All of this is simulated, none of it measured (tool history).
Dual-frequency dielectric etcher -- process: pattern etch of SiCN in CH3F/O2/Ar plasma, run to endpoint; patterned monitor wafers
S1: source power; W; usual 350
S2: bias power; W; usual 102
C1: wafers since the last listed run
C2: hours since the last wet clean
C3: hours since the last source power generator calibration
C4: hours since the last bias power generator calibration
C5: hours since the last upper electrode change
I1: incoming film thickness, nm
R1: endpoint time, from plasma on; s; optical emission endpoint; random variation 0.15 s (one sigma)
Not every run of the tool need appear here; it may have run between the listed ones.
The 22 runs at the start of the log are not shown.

run,day,S1,S2,C1,C2,C3,C4,C5,I1,R1
23,73.217,350,102,874,303.3,164.1,992.8,814.3,7.95,19.7
24,77.379,350,127,1820,403.2,264.0,1092.7,914.2,7.92,18.2
25,79.588,430,90,966,456.2,317.0,1145.7,967.2,7.85,18.2
# day 92.571: wet clean of the chamber
26,92.629,390,85,5267,1.4,630.0,1458.7,1280.2,7.93,19.1
27,95.358,350,102,1193,66.9,695.5,1524.2,1345.7,7.92,18.7
28,102.446,350,113,3100,237.0,865.6,1694.3,1515.8,7.87,18.4
29,104.896,350,102,1071,295.8,924.4,1753.1,1574.6,7.89,19.0
30,107.162,290,102,991,350.2,978.8,1807.5,1629.0,7.94,20.9
31,109.808,380,117,1157,413.7,1042.3,1871.0,1692.5,7.93,17.9
# day 112.233: upper electrode replaced
32,112.575,440,84,772,480.1,1108.7,1937.4,8.2,7.90,18.4
33,115.929,370,102,1467,560.6,1189.2,2017.9,88.7,7.89,19.0
34,123.450,270,120,3290,741.1,1369.7,2198.4,269.2,7.90,21.4
# day 125.604: wet clean of the chamber
35,127.012,350,102,1121,33.8,1455.2,2283.9,354.7,7.90,18.8
36,129.833,310,87,1234,101.5,1522.9,2351.6,422.4,7.96,20.8

Each row is a separate what-if for the run after 36, all from the same tool condition, not one after another. Results?
A,129.850,350,85,7,101.9,1523.3,2352.0,422.8,7.81,?
B,129.850,380,109,7,101.9,1523.3,2352.0,422.8,7.81,?
C,129.850,380,84,7,101.9,1523.3,2352.0,422.8,7.81,?

run,R1
A,19.6
B,17.6
C,18.9
What these runs would have given with no unlogged condition in the tool:
run,R1
A,19.4
B,17.5
C,18.8
